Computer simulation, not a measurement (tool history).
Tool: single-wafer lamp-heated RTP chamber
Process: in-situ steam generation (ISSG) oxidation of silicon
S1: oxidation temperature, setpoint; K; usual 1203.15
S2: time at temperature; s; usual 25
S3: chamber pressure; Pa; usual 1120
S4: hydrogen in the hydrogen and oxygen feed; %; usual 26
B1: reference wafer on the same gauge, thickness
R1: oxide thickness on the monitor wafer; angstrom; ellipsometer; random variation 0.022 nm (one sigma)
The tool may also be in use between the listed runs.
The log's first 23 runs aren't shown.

Run 24, day 24.654: usual settings but S1 1195.15 K, S2 21 s, S3 1227 Pa, S4 31 %; B1 4.762. Result: R1 48.49 angstrom.
Run 25, day 25.308: usual settings but S1 1186.15 K, S2 29 s, S3 1000 Pa; B1 4.758. Result: R1 51.75 angstrom.
Run 26, day 26.229: usual settings but S2 17 s; B1 4.755. Result: R1 44.04 angstrom.
Run 27, day 27.588: usual settings but S1 1217.15 K, S2 34 s, S3 1040 Pa, S4 31 %; B1 4.751. Result: R1 63.67 angstrom.
Run 28, day 28.458: usual settings but S2 18 s, S3 1227 Pa, S4 31 %; B1 4.758. Result: R1 46.41 angstrom.
Run 29, day 29.171: usual settings but S2 35 s; B1 4.757. Result: R1 59.07 angstrom.
Run 30, day 29.867: usual settings but S1 1214.15 K, S3 1293 Pa; B1 4.759. Result: R1 51.84 angstrom.
Run 31, day 30.954: usual settings; B1 4.764. Result: R1 51.26 angstrom.

4 ways to go on from here, each from the tool as it stands after run 31. What would each give?
Run A, day 30.971: usual settings but S4 32 %; B1 ?. Result: R1 ?.
Run B, day 30.971: usual settings but S1 1213.15 K, S2 30 s; B1 ?. Result: R1 ?.
Run C, day 30.971: usual settings but S1 1192.15 K, S2 21 s; B1 ?. Result: R1 ?.
Run D, day 30.971: usual settings but S2 30 s, S3 1173 Pa, S4 32 %; B1 ?. Result: R1 ?.

run     B1     R1
  A  4.751  53.40
  B  4.751  56.53
  C  4.751  46.04
  D  4.751  57.19
Without the tool's hidden state the same runs would have given:
run     R1
  A  53.40
  B  56.53
  C  46.04
  D  57.19

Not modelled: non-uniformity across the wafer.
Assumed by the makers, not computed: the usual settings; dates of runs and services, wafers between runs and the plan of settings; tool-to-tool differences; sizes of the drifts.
